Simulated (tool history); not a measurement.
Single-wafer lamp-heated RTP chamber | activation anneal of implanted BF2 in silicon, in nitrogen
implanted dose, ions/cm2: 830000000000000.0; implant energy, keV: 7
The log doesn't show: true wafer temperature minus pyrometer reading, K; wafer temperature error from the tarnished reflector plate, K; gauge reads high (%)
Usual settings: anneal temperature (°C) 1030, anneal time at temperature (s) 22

| run | hour | anneal temperature (°C) | anneal time at temperature (s) | wafers since the last listed run | wafers since the last pyrometer calibration | wafers since the reflector plate was cleaned | hours since the gauge calibration | read-back reference wafer on the same gauge, sheet resistance | sheet resistance of the implanted and annealed layer (ohm/square) |
|---|---|---|---|---|---|---|---|---|---|
| 1 | 0.0 | 1030 | 22 | 0 | 2063 | 6585 | 774.4 | 218.85 | 221.38 |
| 2 | 57.6 | 1030 | 22 | 547 | 2611 | 7133 | 832.0 | 218.81 | 219.34 |
| 3 | 150.3 | 1030 | 22 | 881 | 3493 | 8014 | 924.7 | 219.04 | 219.26 |
| 4 | 225.7 | 1030 | 22 | 717 | 4210 | 8732 | 1000.1 | 218.93 | 218.29 |
|  | 274.1 | pyrometer window cleaned and pyrometer calibrated |
| 5 | 274.6 | 1030 | 14 | 389 | 5 | 9121 | 1049.0 | 219.15 | 242.02 |
| 6 | 369.9 | 1030 | 14 | 906 | 911 | 10027 | 1144.3 | 218.94 | 239.98 |
|  | 427.5 | reflector plate cleaned |
| 7 | 468.0 | 1030 | 14 | 857 | 1768 | 385 | 1242.4 | 219.02 | 244.96 |
| 8 | 508.9 | 1030 | 22 | 389 | 2157 | 774 | 1283.3 | 218.96 | 222.92 |
| 9 | 598.1 | 1030 | 22 | 848 | 3006 | 1622 | 1372.5 | 218.81 | 223.03 |
| 10 | 650.6 | 1030 | 22 | 499 | 3505 | 2122 | 1425.0 | 219.13 | 221.91 |
| 11 | 756.2 | 1030 | 17 | 1004 | 4510 | 3126 | 1530.6 | 218.98 | 232.44 |
| 12 | 892.1 | 1030 | 17 | 1292 | 5803 | 4419 | 1666.5 | 219.10 | 230.80 |
|  | 933.6 | pyrometer window cleaned and pyrometer calibrated |
| 13 | 951.0 | 1030 | 17 | 484 | 165 | 4903 | 1725.4 | 219.04 | 235.15 |
| 14 | 1025.7 | 1053 | 22 | 710 | 876 | 5614 | 1800.1 | 218.91 | 196.18 |
|  | 1094.9 | gauge calibrated |
| 15 | 1127.2 | 1041 | 15 | 965 | 1841 | 6579 | 32.3 | 218.98 | 221.24 |
| 16 | 1189.1 | 1041 | 15 | 588 | 2430 | 7168 | 94.2 | 218.93 | 220.55 |
| 17 | 1264.6 | 1041 | 15 | 718 | 3148 | 7887 | 169.7 | 218.88 | 219.51 |
| 18 | 1322.8 | 1021 | 26 | 553 | 3702 | 8440 | 227.9 | 218.91 | 223.67 |
| 19 | 1372.4 | 1000 | 30 | 471 | 4174 | 8912 | 277.5 | 219.02 | 247.76 |
| 20 | 1418.4 | 1030 | 22 | 437 | 4611 | 9350 | 323.5 | 219.03 | 217.80 |
| 21 | 1470.1 | 1030 | 22 | 491 | 5103 | 9841 | 375.2 | 219.07 | 218.53 |
| 22 | 1528.8 | 1010 | 12 | 558 | 5662 | 10400 | 433.9 | 219.00 | 281.16 |
|  | 1543.9 | pyrometer window cleaned and pyrometer calibrated |
|  | 1602.6 | reflector plate cleaned |
| 23 | 1626.3 | 1030 | 14 | 775 | 707 | 225 | 531.4 | 218.99 | 244.88 |
| 24 | 1697.5 | 1020 | 33 | 677 | 1385 | 902 | 602.6 | 218.92 | 218.62 |
| 25 | 1782.1 | 1058 | 18 | 804 | 2189 | 1707 | 687.2 | 219.11 | 196.38 |
| 26 | 1837.8 | 1039 | 11 | 529 | 2719 | 2237 | 742.9 | 218.98 | 238.16 |
| 27 | 1919.5 | 1030 | 22 | 777 | 3496 | 3014 | 824.6 | 218.90 | 220.73 |

Forecast run 28:
| 28 | 1982.3 | 1030 | 22 | 597 | 4094 | 3612 | 887.4 | ? | ? |

read-back reference wafer on the same gauge, sheet resistance: 218.80
sheet resistance of the implanted and annealed layer (ohm/square): 221.23
Without the tool's hidden state the same run would have given sheet resistance of the implanted and annealed layer (ohm/square) 228.13.
